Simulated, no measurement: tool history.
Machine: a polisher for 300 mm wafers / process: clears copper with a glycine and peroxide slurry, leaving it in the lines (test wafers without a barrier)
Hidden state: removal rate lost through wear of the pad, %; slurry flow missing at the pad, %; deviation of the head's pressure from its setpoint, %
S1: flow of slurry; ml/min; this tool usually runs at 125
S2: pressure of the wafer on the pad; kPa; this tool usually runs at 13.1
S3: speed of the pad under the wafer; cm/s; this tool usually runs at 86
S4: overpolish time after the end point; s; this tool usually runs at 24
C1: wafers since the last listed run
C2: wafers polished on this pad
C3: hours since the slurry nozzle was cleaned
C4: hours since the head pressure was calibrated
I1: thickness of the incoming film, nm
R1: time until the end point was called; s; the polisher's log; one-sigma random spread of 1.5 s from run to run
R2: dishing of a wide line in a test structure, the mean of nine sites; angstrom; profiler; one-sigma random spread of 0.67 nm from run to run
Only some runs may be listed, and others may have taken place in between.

Run 1, hour 0.0: usual settings but S1 145 ml/min, S2 9.7 kPa; C1 0; C2 2697; C3 597.6; C4 12.3; I1 435.4. Result: R1 181.2 s, R2 343 angstrom.
Run 2, hour 40.3: usual settings; C1 322; C2 3020; C3 637.9; C4 52.6; I1 440.8. Result: R1 156.4 s, R2 378 angstrom.
Run 3, hour 95.8: usual settings; C1 444; C2 3464; C3 693.4; C4 108.1; I1 435.7. Result: R1 154.7 s, R2 385 angstrom.
Run 4, hour 139.7: usual settings; C1 351; C2 3816; C3 737.3; C4 152.0; I1 448.1. Result: R1 160.3 s, R2 388 angstrom.
Run 5, hour 207.7: usual settings; C1 544; C2 4361; C3 805.3; C4 220.0; I1 444.9. Result: R1 156.8 s, R2 389 angstrom.
At hour 223.0: worn pad replaced by a new one.
Run 6, hour 252.8: usual settings; C1 329; C2 238; C3 850.4; C4 265.1; I1 439.9. Result: R1 160.3 s, R2 375 angstrom.
Run 7, hour 301.8: usual settings; C1 392; C2 631; C3 899.4; C4 314.1; I1 441.9. Result: R1 158.5 s, R2 371 angstrom.
At hour 307.2: slurry nozzle cleaned.
Run 8, hour 330.3: usual settings; C1 220; C2 851; C3 23.1; C4 342.6; I1 437.6. Result: R1 130.6 s, R2 428 angstrom.
Run 9, hour 393.5: usual settings; C1 506; C2 1358; C3 86.3; C4 405.8; I1 437.3. Result: R1 134.3 s, R2 423 angstrom.
Run 10, hour 436.5: usual settings; C1 344; C2 1702; C3 129.3; C4 448.8; I1 437.4. Result: R1 138.2 s, R2 418 angstrom.
Run 11, hour 498.4: usual settings but S1 140 ml/min, S3 104 cm/s; C1 496; C2 2198; C3 191.2; C4 510.7; I1 439.4. Result: R1 118.2 s, R2 470 angstrom.
Run 12, hour 557.0: usual settings but S4 18 s; C1 469; C2 2668; C3 249.8; C4 569.3; I1 435.4. Result: R1 142.2 s, R2 334 angstrom.
Run 13, hour 604.1: usual settings; C1 377; C2 3045; C3 296.9; C4 616.4; I1 439.3. Result: R1 142.5 s, R2 398 angstrom.
Run 14, hour 669.0: usual settings but S2 10.3 kPa; C1 520; C2 3565; C3 361.8; C4 681.3; I1 442.7. Result: R1 174.0 s, R2 356 angstrom.
Run 15, hour 700.3: usual settings but S1 150 ml/min, S2 15.2 kPa, S3 98 cm/s, S4 30 s; C1 250; C2 3816; C3 393.1; C4 712.6; I1 443.7. Result: R1 116.6 s, R2 564 angstrom.
Run 16, hour 749.3: usual settings; C1 392; C2 4209; C3 442.1; C4 761.6; I1 433.4. Result: R1 143.4 s, R2 412 angstrom.
At hour 764.6: worn pad replaced by a new one.
Run 17, hour 800.4: usual settings but S2 11.0 kPa, S3 58 cm/s, S4 38 s; C1 377; C2 287; C3 493.2; C4 812.7; I1 444.5. Result: R1 202.3 s, R2 466 angstrom.
Run 18, hour 829.4: usual settings but S3 76 cm/s; C1 232; C2 519; C3 522.2; C4 841.7; I1 432.6. Result: R1 157.2 s, R2 382 angstrom.
Run 19, hour 1000.7: usual settings but S1 150 ml/min, S2 17.2 kPa, S4 32 s; C1 1372; C2 1892; C3 693.5; C4 1013.0; I1 446.0. Result: R1 118.3 s, R2 604 angstrom.
Run 20, hour 1061.6: usual settings; C1 487; C2 2380; C3 754.4; C4 1073.9; I1 432.6. Result: R1 149.7 s, R2 389 angstrom.

What will run 21 give?
At hour 1102.9: head pressure recalibrated.
Run 21, hour 1105.9: usual settings but S1 145 ml/min, S3 114 cm/s; C1 338; C2 2719; C3 798.7; C4 3.0; I1 444.5. Result: R1 ?, R2 ?.

{"run 21": {"R1": 124.1, "R2": 451}}
With the hidden condition absent and the run-to-run variation left alone, this run would have shown R1 107.9 s, R2 497 angstrom.
